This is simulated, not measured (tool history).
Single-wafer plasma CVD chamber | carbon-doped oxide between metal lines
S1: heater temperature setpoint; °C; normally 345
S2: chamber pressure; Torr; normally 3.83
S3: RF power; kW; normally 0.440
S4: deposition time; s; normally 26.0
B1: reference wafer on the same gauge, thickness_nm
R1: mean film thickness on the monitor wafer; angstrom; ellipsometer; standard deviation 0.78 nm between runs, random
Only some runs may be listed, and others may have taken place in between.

Run 1, hour 0.0: usual settings; B1 131.963. Result: R1 1279.57 angstrom.
Run 2, hour 37.0: usual settings; B1 132.097. Result: R1 1286.41 angstrom.
Run 3, hour 67.9: usual settings; B1 132.310. Result: R1 1288.81 angstrom.
Run 4, hour 87.6: usual settings but S2 4.51 Torr, S3 0.470 kW; B1 131.823. Result: R1 1400.49 angstrom.
At hour 120.7: showerhead replaced.
Run 5, hour 121.8: usual settings; B1 132.053. Result: R1 1297.09 angstrom.
At hour 144.4: capacitance manometer re-zeroed and calibrated.
Run 6, hour 152.2: usual settings but S4 23.3 s; B1 131.611. Result: R1 1144.65 angstrom.
Run 7, hour 182.5: usual settings but S2 3.25 Torr, S4 21.3 s; B1 132.028. Result: R1 1034.93 angstrom.
Run 8, hour 212.2: usual settings but S4 23.6 s; B1 132.170. Result: R1 1174.82 angstrom.
Run 9, hour 233.2: usual settings; B1 132.088. Result: R1 1279.52 angstrom.
Run 10, hour 251.4: usual settings but S2 3.25 Torr; B1 131.845. Result: R1 1261.66 angstrom.
Run 11, hour 271.1: usual settings but S2 3.23 Torr, S3 0.400 kW; B1 132.454. Result: R1 1145.27 angstrom.
Run 12, hour 298.5: usual settings but S1 352 °C, S2 3.56 Torr, S3 0.505 kW, S4 27.9 s; B1 132.012. Result: R1 1513.71 angstrom.
Run 13, hour 318.2: usual settings but S1 338 °C, S4 28.5 s; B1 131.832. Result: R1 1438.90 angstrom.
Run 14, hour 351.0: usual settings but S1 356 °C, S3 0.465 kW, S4 21.8 s; B1 131.862. Result: R1 1107.98 angstrom.
At hour 363.0: gauge calibrated.
At hour 373.2: RF generator calibrated.
Run 15, hour 385.1: usual settings but S2 3.18 Torr, S3 0.475 kW; B1 132.055. Result: R1 1443.95 angstrom.
Run 16, hour 409.4: usual settings; B1 131.964. Result: R1 1385.14 angstrom.
Run 17, hour 423.8: usual settings but S2 3.27 Torr, S4 29.6 s; B1 131.814. Result: R1 1548.95 angstrom.
Run 18, hour 444.3: usual settings but S1 332 °C, S2 3.59 Torr, S3 0.520 kW; B1 132.198. Result: R1 1665.77 angstrom.
Run 19, hour 500.5: usual settings; B1 131.876. Result: R1 1374.90 angstrom.
Run 20, hour 524.2: usual settings but S1 359 °C, S3 0.470 kW; B1 132.136. Result: R1 1395.47 angstrom.
Run 21, hour 556.2: usual settings but S1 354 °C, S2 3.23 Torr; B1 132.026. Result: R1 1311.37 angstrom.
Run 22, hour 580.4: usual settings; B1 131.746. Result: R1 1367.55 angstrom.
Run 23, hour 594.9: usual settings but S1 337 °C; B1 132.028. Result: R1 1404.84 angstrom.
Run 24, hour 618.8: usual settings but S1 352 °C; B1 132.071. Result: R1 1336.50 angstrom.
Run 25, hour 650.9: usual settings but S1 337 °C, S2 4.67 Torr, S3 0.415 kW; B1 132.154. Result: R1 1358.10 angstrom.
Run 26, hour 676.6: usual settings but S2 4.49 Torr; B1 131.922. Result: R1 1383.85 angstrom.
Run 27, hour 692.3: usual settings but S1 335 °C, S4 23.6 s; B1 132.074. Result: R1 1275.30 angstrom.
Run 28, hour 727.3: usual settings; B1 131.929. Result: R1 1333.83 angstrom.

Alternative continuations, all from the tool just after run 28; predict every row:
Run A, hour 727.7: usual settings but S3 0.415 kW; B1 ?. Result: R1 ?.
Run B, hour 727.7: usual settings but S1 336 °C; B1 ?. Result: R1 ?.
Run C, hour 727.7: usual settings but S2 4.41 Torr, S3 0.470 kW; B1 ?. Result: R1 ?.
Run D, hour 727.7: usual settings but S2 4.78 Torr, S3 0.410 kW, S4 28.3 s; B1 ?. Result: R1 ?.
Run E, hour 727.7: usual settings but S3 0.500 kW; B1 ?. Result: R1 ?.

run       B1       R1
  A  132.011  1269.13
  B  132.011  1388.08
  C  132.011  1460.30
  D  132.011  1406.36
  E  132.011  1505.85
Without the tool's hidden state the same runs would have given:
run       R1
  A  1319.43
  B  1443.09
  C  1510.19
  D  1462.58
  E  1556.61
